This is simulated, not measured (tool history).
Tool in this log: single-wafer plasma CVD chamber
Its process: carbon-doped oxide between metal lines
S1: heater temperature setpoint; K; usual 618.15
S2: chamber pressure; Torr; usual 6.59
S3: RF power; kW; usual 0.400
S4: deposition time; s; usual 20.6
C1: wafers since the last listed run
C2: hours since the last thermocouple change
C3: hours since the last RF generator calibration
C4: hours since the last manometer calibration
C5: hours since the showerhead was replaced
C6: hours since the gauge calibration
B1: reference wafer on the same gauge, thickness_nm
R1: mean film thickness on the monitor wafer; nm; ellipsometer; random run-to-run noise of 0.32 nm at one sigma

| run | day | S1 | S2 | S3 | S4 | C1 | C2 | C3 | C4 | C5 | C6 | B1 | R1 |
|---|---|---|---|---|---|---|---|---|---|---|---|---|---|
| 1 | 0.000 | 618.15 | 6.59 | 0.400 | 20.6 | 0 | 760.6 | 1138.1 | 1724.6 | 3024.4 | 410.6 | 75.721 | 89.457 |
| 2 | 1.958 | 618.15 | 6.59 | 0.400 | 20.6 | 665 | 807.6 | 1185.1 | 1771.6 | 3071.4 | 457.6 | 75.680 | 88.762 |
| 3 | 4.438 | 618.15 | 6.59 | 0.400 | 20.6 | 842 | 867.1 | 1244.6 | 1831.1 | 3130.9 | 517.1 | 75.625 | 88.589 |
| 4 | 6.108 | 618.15 | 6.59 | 0.400 | 20.6 | 567 | 907.2 | 1284.7 | 1871.2 | 3171.0 | 557.2 | 75.631 | 88.926 |
| 5 | 9.067 | 618.15 | 6.59 | 0.400 | 20.6 | 1005 | 978.2 | 1355.7 | 1942.2 | 3242.0 | 628.2 | 75.554 | 88.540 |
|  | 10.346 | thermocouple changed; heater temperature recalibrated |
|  | 11.388 | showerhead replaced, of another model than before |
| 6 | 11.712 | 622.15 | 6.59 | 0.400 | 20.6 | 672 | 32.8 | 1419.2 | 2005.7 | 7.8 | 691.7 | 75.724 | 88.516 |
| 7 | 13.950 | 622.15 | 6.59 | 0.400 | 20.6 | 760 | 86.5 | 1472.9 | 2059.4 | 61.5 | 745.4 | 75.670 | 88.560 |
| 8 | 15.258 | 618.15 | 6.59 | 0.400 | 18.3 | 444 | 117.9 | 1504.3 | 2090.8 | 92.9 | 776.8 | 75.846 | 79.690 |
| 9 | 16.796 | 618.15 | 5.93 | 0.400 | 20.6 | 522 | 154.8 | 1541.2 | 2127.7 | 129.8 | 813.7 | 75.698 | 87.099 |

Expected results for the next run?
|  | 21.117 | gauge calibrated |
|  | 23.842 | RF generator calibrated |
|  | 24.092 | capacitance manometer re-zeroed and calibrated |
| 10 | 24.279 | 628.15 | 6.59 | 0.480 | 20.6 | 2344 | 334.4 | 10.5 | 4.5 | 309.4 | 75.9 | ? | ? |

Run 10 produced B1 75.769, R1 101.641 nm.
Minus the tool's unlogged condition, the same run would have read R1 101.920 nm.
